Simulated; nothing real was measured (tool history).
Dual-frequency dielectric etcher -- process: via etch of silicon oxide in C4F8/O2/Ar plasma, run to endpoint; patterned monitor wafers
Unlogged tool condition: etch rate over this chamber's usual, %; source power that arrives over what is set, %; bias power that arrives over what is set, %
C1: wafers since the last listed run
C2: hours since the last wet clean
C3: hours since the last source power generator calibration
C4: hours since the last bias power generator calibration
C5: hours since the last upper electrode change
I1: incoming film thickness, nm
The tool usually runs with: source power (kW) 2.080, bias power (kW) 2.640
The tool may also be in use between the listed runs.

Run 1, day 0.000: usual settings but source power (kW) 2.180, bias power (kW) 2.137; C1 0; C2 223.1; C3 2714.6; C4 4621.7; C5 5702.1; I1 1393.5. Result: endpoint time (s) 266.7.
Run 2, day 0.567: usual settings; C1 46; C2 236.7; C3 2728.2; C4 4635.3; C5 5715.7; I1 1387.5. Result: endpoint time (s) 255.2.
Run 3, day 1.154: usual settings; C1 47; C2 250.8; C3 2742.3; C4 4649.4; C5 5729.8; I1 1389.3. Result: endpoint time (s) 255.7.
Run 4, day 1.783: usual settings; C1 51; C2 265.9; C3 2757.4; C4 4664.5; C5 5744.9; I1 1384.2. Result: endpoint time (s) 253.7.
Run 5, day 2.362: usual settings; C1 47; C2 279.8; C3 2771.3; C4 4678.4; C5 5758.8; I1 1389.4. Result: endpoint time (s) 252.5.
At day 3.621: upper electrode replaced.
Run 6, day 3.642: usual settings; C1 22; C2 310.5; C3 2802.0; C4 4709.1; C5 0.5; I1 1408.5. Result: endpoint time (s) 256.3.
Run 7, day 3.662: usual settings; C1 1; C2 311.0; C3 2802.5; C4 4709.6; C5 1.0; I1 1382.5. Result: endpoint time (s) 250.2.
Run 8, day 3.775: usual settings but source power (kW) 2.250; C1 9; C2 313.7; C3 2805.2; C4 4712.3; C5 3.7; I1 1399.2. Result: endpoint time (s) 246.9.
Run 9, day 4.329: usual settings but source power (kW) 2.250; C1 45; C2 327.0; C3 2818.5; C4 4725.6; C5 17.0; I1 1399.0. Result: endpoint time (s) 248.8.
At day 5.475: bias power generator calibrated.
At day 5.696: wet clean of the chamber.
Run 10, day 5.717: usual settings; C1 81; C2 0.5; C3 2851.8; C4 5.8; C5 50.3; I1 1371.1. Result: endpoint time (s) 244.3.
Run 11, day 5.733: usual settings; C1 1; C2 0.9; C3 2852.2; C4 6.2; C5 50.7; I1 1382.2. Result: endpoint time (s) 248.2.
Run 12, day 5.962: usual settings but source power (kW) 2.400; C1 18; C2 6.4; C3 2857.7; C4 11.7; C5 56.2; I1 1397.1. Result: endpoint time (s) 234.9.
Run 13, day 6.625: usual settings but source power (kW) 2.400; C1 54; C2 22.3; C3 2873.6; C4 27.6; C5 72.1; I1 1375.6. Result: endpoint time (s) 232.7.
Run 14, day 6.988: usual settings but source power (kW) 2.230, bias power (kW) 2.333; C1 29; C2 31.0; C3 2882.3; C4 36.3; C5 80.8; I1 1400.7. Result: endpoint time (s) 251.8.
At day 8.138: source power generator calibrated.
At day 9.142: wet clean of the chamber, repeated, since the last time left the tool worse.
Run 15, day 9.162: usual settings; C1 82; C2 0.5; C3 24.6; C4 88.5; C5 133.0; I1 1390.8. Result: endpoint time (s) 262.9.
Run 16, day 9.179: usual settings; C1 1; C2 0.9; C3 25.0; C4 88.9; C5 133.4; I1 1400.2. Result: endpoint time (s) 263.0.
Run 17, day 10.862: usual settings but source power (kW) 2.430; C1 137; C2 41.3; C3 65.4; C4 129.3; C5 173.8; I1 1397.4. Result: endpoint time (s) 245.1.
Run 18, day 11.288: usual settings; C1 34; C2 51.5; C3 75.6; C4 139.5; C5 184.0; I1 1389.1. Result: endpoint time (s) 260.8.
Run 19, day 11.967: usual settings but source power (kW) 2.560, bias power (kW) 3.218; C1 55; C2 67.8; C3 91.9; C4 155.8; C5 200.3; I1 1390.2. Result: endpoint time (s) 224.9.
Run 20, day 12.538: usual settings but source power (kW) 2.570, bias power (kW) 3.033; C1 46; C2 81.5; C3 105.6; C4 169.5; C5 214.0; I1 1395.7. Result: endpoint time (s) 231.9.
Run 21, day 12.996: usual settings but source power (kW) 2.560, bias power (kW) 2.862; C1 37; C2 92.5; C3 116.6; C4 180.5; C5 225.0; I1 1402.0. Result: endpoint time (s) 235.1.
Run 22, day 13.617: usual settings but source power (kW) 2.220, bias power (kW) 2.246; C1 50; C2 107.4; C3 131.5; C4 195.4; C5 239.9; I1 1406.8. Result: endpoint time (s) 266.0.
Run 23, day 14.342: usual settings but source power (kW) 2.350, bias power (kW) 3.161; C1 59; C2 124.8; C3 148.9; C4 212.8; C5 257.3; I1 1392.5. Result: endpoint time (s) 232.7.
Run 24, day 14.654: usual settings; C1 25; C2 132.3; C3 156.4; C4 220.3; C5 264.8; I1 1400.1. Result: endpoint time (s) 259.3.
Run 25, day 14.925: usual settings but source power (kW) 2.530, bias power (kW) 3.172; C1 22; C2 138.8; C3 162.9; C4 226.8; C5 271.3; I1 1402.9. Result: endpoint time (s) 228.1.
Run 26, day 15.517: usual settings; C1 48; C2 153.0; C3 177.1; C4 241.0; C5 285.5; I1 1395.4. Result: endpoint time (s) 257.3.
Run 27, day 16.300: usual settings; C1 63; C2 171.8; C3 195.9; C4 259.8; C5 304.3; I1 1388.4. Result: endpoint time (s) 255.4.
Run 28, day 16.775: usual settings but source power (kW) 2.530, bias power (kW) 3.143; C1 38; C2 183.2; C3 207.3; C4 271.2; C5 315.7; I1 1393.0. Result: endpoint time (s) 225.1.
Run 29, day 17.229: usual settings; C1 37; C2 194.1; C3 218.2; C4 282.1; C5 326.6; I1 1404.0. Result: endpoint time (s) 259.3.
Run 30, day 17.758: usual settings but source power (kW) 2.270, bias power (kW) 3.186; C1 43; C2 206.8; C3 230.9; C4 294.8; C5 339.3; I1 1395.9. Result: endpoint time (s) 234.3.
Run 31, day 18.271: usual settings but bias power (kW) 3.242; C1 41; C2 219.1; C3 243.2; C4 307.1; C5 351.6; I1 1375.7. Result: endpoint time (s) 237.4.
Run 32, day 18.750: usual settings; C1 39; C2 230.6; C3 254.7; C4 318.6; C5 363.1; I1 1394.5. Result: endpoint time (s) 256.1.
Run 33, day 19.204: usual settings but source power (kW) 2.290; C1 37; C2 241.5; C3 265.6; C4 329.5; C5 374.0; I1 1386.0. Result: endpoint time (s) 244.4.
Run 34, day 19.525: usual settings but source power (kW) 1.860; C1 26; C2 249.2; C3 273.3; C4 337.2; C5 381.7; I1 1397.6. Result: endpoint time (s) 266.8.
Run 35, day 19.800: usual settings but source power (kW) 1.830, bias power (kW) 2.421; C1 22; C2 255.8; C3 279.9; C4 343.8; C5 388.3; I1 1398.2. Result: endpoint time (s) 275.5.

Branching from run 35: 4 alternative next runs. What would each branch give?
Run A, day 19.821: usual settings; C1 1; C2 256.3; C3 280.4; C4 344.3; C5 388.8; I1 1384.5. Result: endpoint time (s) ?.
Run B, day 19.821: usual settings but source power (kW) 2.600, bias power (kW) 2.248; C1 1; C2 256.3; C3 280.4; C4 344.3; C5 388.8; I1 1384.5. Result: endpoint time (s) ?.
Run C, day 19.821: usual settings but bias power (kW) 2.382; C1 1; C2 256.3; C3 280.4; C4 344.3; C5 388.8; I1 1384.5. Result: endpoint time (s) ?.
Run D, day 19.821: usual settings but source power (kW) 2.530, bias power (kW) 2.855; C1 1; C2 256.3; C3 280.4; C4 344.3; C5 388.8; I1 1384.5. Result: endpoint time (s) ?.

run  endpoint time (s)
  A              253.1
  B              244.3
  C              261.0
  D              230.1
Without the tool's hidden state the same runs would have given:
run  endpoint time (s)
  A              257.3
  B              248.3
  C              265.2
  D              233.9

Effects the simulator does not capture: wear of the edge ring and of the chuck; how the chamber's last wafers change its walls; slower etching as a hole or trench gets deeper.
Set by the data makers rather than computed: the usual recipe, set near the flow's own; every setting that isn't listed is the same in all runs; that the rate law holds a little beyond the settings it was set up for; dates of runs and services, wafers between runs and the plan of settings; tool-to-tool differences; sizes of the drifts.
